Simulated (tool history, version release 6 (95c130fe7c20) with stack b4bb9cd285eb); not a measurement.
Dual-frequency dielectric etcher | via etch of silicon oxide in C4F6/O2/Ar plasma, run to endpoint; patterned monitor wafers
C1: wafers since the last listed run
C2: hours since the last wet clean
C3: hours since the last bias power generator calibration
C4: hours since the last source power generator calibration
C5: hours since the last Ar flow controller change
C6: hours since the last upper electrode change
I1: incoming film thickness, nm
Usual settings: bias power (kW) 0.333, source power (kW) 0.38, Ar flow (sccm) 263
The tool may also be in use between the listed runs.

Run 1, hour 0: usual settings but bias power (kW) 0.384; C1 0; C2 72; C3 322.1; C4 448.7; C5 2632; C6 4563.7; I1 186.9. Result: endpoint time (s) 45.4.
Run 2, hour 79.5: usual settings but bias power (kW) 0.384; C1 970; C2 151.5; C3 401.6; C4 528.2; C5 2711.5; C6 4643.2; I1 187. Result: endpoint time (s) 45.6.
Run 3, hour 153.3: usual settings; C1 900; C2 225.3; C3 475.4; C4 602; C5 2785.3; C6 4717; I1 186.9. Result: endpoint time (s) 47.5.
Run 4, hour 200.7: usual settings; C1 578; C2 272.7; C3 522.8; C4 649.4; C5 2832.7; C6 4764.4; I1 187.8. Result: endpoint time (s) 48.
Run 5, hour 300.9: usual settings; C1 1222; C2 372.9; C3 623; C4 749.6; C5 2932.9; C6 4864.6; I1 188.9. Result: endpoint time (s) 47.7.
Run 6, hour 405: usual settings; C1 1270; C2 477; C3 727.1; C4 853.7; C5 3037; C6 4968.7; I1 188.5. Result: endpoint time (s) 48.1.
Run 7, hour 482.3: usual settings; C1 943; C2 554.3; C3 804.4; C4 931; C5 3114.3; C6 5046; I1 188. Result: endpoint time (s) 48.
At hour 567.9: wet clean of the chamber.
Run 8, hour 578.8: usual settings but Ar flow (sccm) 216; C1 884; C2 10.9; C3 900.9; C4 1027.5; C5 3210.8; C6 5142.5; I1 184.4. Result: endpoint time (s) 46.1.
Run 9, hour 619: usual settings but Ar flow (sccm) 216; C1 490; C2 51.1; C3 941.1; C4 1067.7; C5 3251; C6 5182.7; I1 185.7. Result: endpoint time (s) 46.5.
Run 10, hour 665.5: usual settings; C1 567; C2 97.6; C3 987.6; C4 1114.2; C5 3297.5; C6 5229.2; I1 186.8. Result: endpoint time (s) 47.6.
Run 11, hour 731.2: usual settings but bias power (kW) 0.384, Ar flow (sccm) 287; C1 801; C2 163.3; C3 1053.3; C4 1179.9; C5 3363.2; C6 5294.9; I1 189.3. Result: endpoint time (s) 46.5.
Run 12, hour 829.6: usual settings but source power (kW) 0.41; C1 1200; C2 261.7; C3 1151.7; C4 1278.3; C5 3461.6; C6 5393.3; I1 185.7. Result: endpoint time (s) 46.4.
Run 13, hour 867.7: usual settings but Ar flow (sccm) 292; C1 464; C2 299.8; C3 1189.8; C4 1316.4; C5 3499.7; C6 5431.4; I1 188.2. Result: endpoint time (s) 48.6.
At hour 922.1: Ar flow controller replaced.
Run 14, hour 945.4: usual settings but source power (kW) 0.45; C1 874; C2 377.5; C3 1267.5; C4 1394.1; C5 23.3; C6 5509.1; I1 186.9. Result: endpoint time (s) 45.7.
Run 15, hour 986.2: usual settings; C1 497; C2 418.3; C3 1308.3; C4 1434.9; C5 64.1; C6 5549.9; I1 186.9. Result: endpoint time (s) 47.8.
Run 16, hour 1072.5: usual settings but source power (kW) 0.28; C1 1053; C2 504.6; C3 1394.6; C4 1521.2; C5 150.4; C6 5636.2; I1 188.8. Result: endpoint time (s) 52.1.
At hour 1114.6: wet clean of the chamber.
At hour 1119: upper electrode replaced.
Run 17, hour 1176: usual settings but Ar flow (sccm) 317; C1 916; C2 61.4; C3 1498.1; C4 1624.7; C5 253.9; C6 57; I1 187.8. Result: endpoint time (s) 48.9.
At hour 1376.2: bias power generator calibrated.
Run 18, hour 1410.4: usual settings but source power (kW) 0.35, Ar flow (sccm) 228; C1 2811; C2 295.8; C3 34.2; C4 1859.1; C5 488.3; C6 291.4; I1 188. Result: endpoint time (s) 47.9.
Run 19, hour 1451: usual settings but bias power (kW) 0.379, source power (kW) 0.46; C1 495; C2 336.4; C3 74.8; C4 1899.7; C5 528.9; C6 332; I1 188.4. Result: endpoint time (s) 43.8.
Run 20, hour 1519.1: usual settings; C1 831; C2 404.5; C3 142.9; C4 1967.8; C5 597; C6 400.1; I1 189. Result: endpoint time (s) 48.4.
Run 21, hour 1564.8: usual settings but bias power (kW) 0.283, source power (kW) 0.45, Ar flow (sccm) 215; C1 557; C2 450.2; C3 188.6; C4 2013.5; C5 642.7; C6 445.8; I1 188.3. Result: endpoint time (s) 48.
Run 22, hour 1668.1: usual settings but bias power (kW) 0.4, source power (kW) 0.44; C1 1260; C2 553.5; C3 291.9; C4 2116.8; C5 746; C6 549.1; I1 187.9. Result: endpoint time (s) 43.2.
At hour 1700.3: source power generator calibrated.
At hour 1809.9: wet clean of the chamber.
Run 23, hour 1920.5: usual settings but bias power (kW) 0.304, Ar flow (sccm) 235; C1 2738; C2 110.6; C3 544.3; C4 220.2; C5 998.4; C6 801.5; I1 188.3. Result: endpoint time (s) 48.9.
Run 24, hour 1961.6: usual settings but bias power (kW) 0.415, source power (kW) 0.47, Ar flow (sccm) 328; C1 501; C2 151.7; C3 585.4; C4 261.3; C5 1039.5; C6 842.6; I1 189.2. Result: endpoint time (s) 43.6.
Run 25, hour 2056.2: usual settings but bias power (kW) 0.415, source power (kW) 0.47, Ar flow (sccm) 328; C1 1154; C2 246.3; C3 680; C4 355.9; C5 1134.1; C6 937.2; I1 188.3. Result: endpoint time (s) 43.5.
Run 26, hour 2157.9: usual settings; C1 1241; C2 348; C3 781.7; C4 457.6; C5 1235.8; C6 1038.9; I1 186.2. Result: endpoint time (s) 47.4.
Run 27, hour 2199.1: usual settings; C1 502; C2 389.2; C3 822.9; C4 498.8; C5 1277; C6 1080.1; I1 188.3. Result: endpoint time (s) 48.1.
Run 28, hour 2370.8: usual settings but Ar flow (sccm) 310; C1 2095; C2 560.9; C3 994.6; C4 670.5; C5 1448.7; C6 1251.8; I1 185.8. Result: endpoint time (s) 48.

How the hidden state differs across the entries between the runs, from the last listed run before each to the first after it:
Between runs 7 and 8: wet clean of the chamber (hour 567.9)
  no hidden state differs between the two runs
Between runs 13 and 14: Ar flow controller replaced (hour 922.1)
  no hidden state differs between the two runs
Between runs 16 and 17: wet clean of the chamber (hour 1114.6); upper electrode replaced (hour 1119)
  no hidden state differs between the two runs
Between runs 17 and 18: bias power generator calibrated (hour 1376.2)
  no hidden state differs between the two runs
Between runs 22 and 23: source power generator calibrated (hour 1700.3); wet clean of the chamber (hour 1809.9)
  no hidden state differs between the two runs

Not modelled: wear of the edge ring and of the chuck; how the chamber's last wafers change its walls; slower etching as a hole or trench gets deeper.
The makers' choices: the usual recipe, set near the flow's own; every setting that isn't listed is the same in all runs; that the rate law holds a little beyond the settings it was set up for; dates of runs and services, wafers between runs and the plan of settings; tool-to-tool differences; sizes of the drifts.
